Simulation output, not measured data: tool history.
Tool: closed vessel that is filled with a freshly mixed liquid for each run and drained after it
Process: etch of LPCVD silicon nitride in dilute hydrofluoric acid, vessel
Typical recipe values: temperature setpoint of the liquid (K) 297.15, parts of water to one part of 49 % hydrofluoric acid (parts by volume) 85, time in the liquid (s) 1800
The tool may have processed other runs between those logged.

run	day	temperature setpoint of the liquid (K)	parts of water to one part of 49 % hydrofluoric acid (parts by volume)	time in the liquid (s)	wafers since the last listed run	hours since the thermometer was replaced	hours since the hydrofluoric acid flow meter was replaced	hours since the gauge calibration	read-back film thickness of the LPCVD silicon nitride reference wafer, read on the same gauge (nm)	thickness taken off the LPCVD silicon nitride on a monitor wafer (angstrom)
1	0.000	297.15	85	1800	0	731.6	1847.0	290.9	150.00	99.5
2	0.625	296.15	85	1800	475	746.6	1862.0	305.9	150.01	92.3
3	1.262	296.15	85	1800	484	761.9	1877.3	321.2	149.98	91.7
4	2.025	297.15	85	1390	579	780.2	1895.6	339.5	149.98	76.5
5	3.308	297.15	85	1390	975	811.0	1926.4	370.3	150.02	77.7
6	4.500	295.15	85	1800	905	839.6	1955.0	398.9	150.03	87.2
7	5.638	295.15	85	1800	864	866.9	1982.3	426.2	150.02	87.3
8	6.225	301.15	85	2225	446	881.0	1996.4	440.3	150.03	159.1
9	7.246	297.15	85	1800	775	905.5	2020.9	464.8	150.01	99.5
10	8.317	297.15	85	1800	814	931.2	2046.6	490.5	150.00	99.6
11	9.588	297.15	85	1800	966	961.7	2077.1	521.0	149.99	99.1
12	10.442	297.15	85	1800	649	982.2	2097.6	541.5	150.00	100.2
13	14.688	297.15	85	1800	3227	1084.1	2199.5	643.4	150.00	99.4
14	15.829	297.15	85	1800	867	1111.5	2226.9	670.8	150.00	99.1
15	17.308	297.15	85	2500	1124	1147.0	2262.4	706.3	150.02	137.1
16	18.417	297.15	115	1800	842	1173.6	2289.0	732.9	149.98	73.5
17	19.146	299.65	70	1800	554	1191.1	2306.5	750.4	149.97	142.4
18	20.196	300.65	70	1800	798	1216.3	2331.7	775.6	150.03	150.5
# day 20.742: hydrofluoric acid flow meter replaced
19	20.954	297.15	85	1800	544	1234.5	5.1	793.8	149.98	92.0
# day 21.742: thermometer replaced
20	22.050	301.65	120	1010	801	7.4	31.4	820.1	150.02	48.7
21	23.412	297.15	60	1800	1035	40.1	64.1	852.8	149.99	130.5
# day 24.112: gauge calibrated
22	24.750	297.15	125	2760	1016	72.2	96.2	15.3	150.03	95.3
23	26.117	294.65	85	845	1038	105.0	129.0	48.1	150.03	36.3
24	27.508	294.65	85	1800	1057	138.4	162.4	81.5	150.00	76.8
# day 28.450: hydrofluoric acid flow meter replaced, repeated, since the last time left the tool worse
25	28.950	294.65	85	985	1064	173.0	12.0	116.1	150.00	50.4
26	29.908	301.15	105	1045	728	196.0	35.0	139.1	150.02	65.0
27	30.767	292.65	85	2530	652	216.6	55.6	159.7	149.99	112.4
28	31.404	297.15	85	1800	484	231.9	70.9	175.0	150.00	105.8
29	32.062	300.15	50	1800	500	247.7	86.7	190.8	150.02	216.7
30	32.621	294.15	70	2695	424	261.1	100.1	204.2	149.97	157.8
31	33.262	297.15	125	1145	487	276.5	115.5	219.6	149.99	46.3
32	34.746	297.15	85	1800	1127	312.1	151.1	255.2	149.98	106.7
33	35.533	297.15	85	1800	598	331.0	170.0	274.1	150.01	107.8

What if the next run were any one of these 3? Each begins from the tool's condition after run 33:
A	35.583	297.15	85	1800	38	332.2	171.2	275.3	?	?
B	35.583	292.15	50	2820	38	332.2	171.2	275.3	?	?
C	35.583	298.65	70	2245	38	332.2	171.2	275.3	?	?

run	read-back film thickness of the LPCVD silicon nitride reference wafer, read on the same gauge (nm)	thickness taken off the LPCVD silicon nitride on a monitor wafer (angstrom)
A	150.03	106.2
B	150.03	198.8
C	150.03	177.2
Had the tool no hidden state, the same runs would have come out as:
run	thickness taken off the LPCVD silicon nitride on a monitor wafer (angstrom)
A	107.1
B	200.4
C	178.7
